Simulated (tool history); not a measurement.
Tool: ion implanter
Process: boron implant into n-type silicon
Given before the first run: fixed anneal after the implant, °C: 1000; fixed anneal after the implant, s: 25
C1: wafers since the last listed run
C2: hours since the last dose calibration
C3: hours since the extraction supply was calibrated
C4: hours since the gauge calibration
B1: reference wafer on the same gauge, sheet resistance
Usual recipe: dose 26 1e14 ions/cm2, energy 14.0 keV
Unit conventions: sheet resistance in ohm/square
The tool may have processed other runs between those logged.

Run 1, hour 0.0: usual settings but energy 11.5 keV; C1 0; C2 1146.4; C3 5336.7; C4 345.9; B1 85.76. Result: sheet resistance 88.83 ohm/square.
Run 2, hour 57.3: usual settings but energy 11.5 keV; C1 808; C2 1203.7; C3 5394.0; C4 403.2; B1 85.81. Result: sheet resistance 89.05 ohm/square.
Run 3, hour 162.4: usual settings but energy 11.5 keV; C1 1482; C2 1308.8; C3 5499.1; C4 508.3; B1 85.77. Result: sheet resistance 89.16 ohm/square.
At hour 203.3: gauge calibrated.
Run 4, hour 259.4: usual settings; C1 1368; C2 1405.8; C3 5596.1; C4 56.1; B1 85.79. Result: sheet resistance 79.95 ohm/square.
Run 5, hour 301.7: usual settings; C1 596; C2 1448.1; C3 5638.4; C4 98.4; B1 85.90. Result: sheet resistance 79.52 ohm/square.
At hour 364.2: extraction supply calibrated.
Run 6, hour 372.9: usual settings; C1 891; C2 1519.3; C3 8.7; C4 169.6; B1 85.82. Result: sheet resistance 79.33 ohm/square.
Run 7, hour 461.8: usual settings; C1 1254; C2 1608.2; C3 97.6; C4 258.5; B1 85.83. Result: sheet resistance 79.58 ohm/square.
Run 8, hour 502.8: usual settings; C1 578; C2 1649.2; C3 138.6; C4 299.5; B1 85.78. Result: sheet resistance 79.41 ohm/square.
At hour 567.8: Faraday cup replaced and dose calibrated.
Run 9, hour 568.6: usual settings but energy 9.5 keV; C1 815; C2 0.8; C3 204.4; C4 365.3; B1 85.79. Result: sheet resistance 98.70 ohm/square.

Run 10 comes next. What will it give?
Run 10, hour 628.7: usual settings; C1 848; C2 60.9; C3 264.5; C4 425.4; B1 ?. Result: sheet resistance ?.

B1: 85.82
sheet resistance: 79.88 ohm/square
Minus the tool's unlogged condition, the same run would have read sheet resistance 79.88 ohm/square.
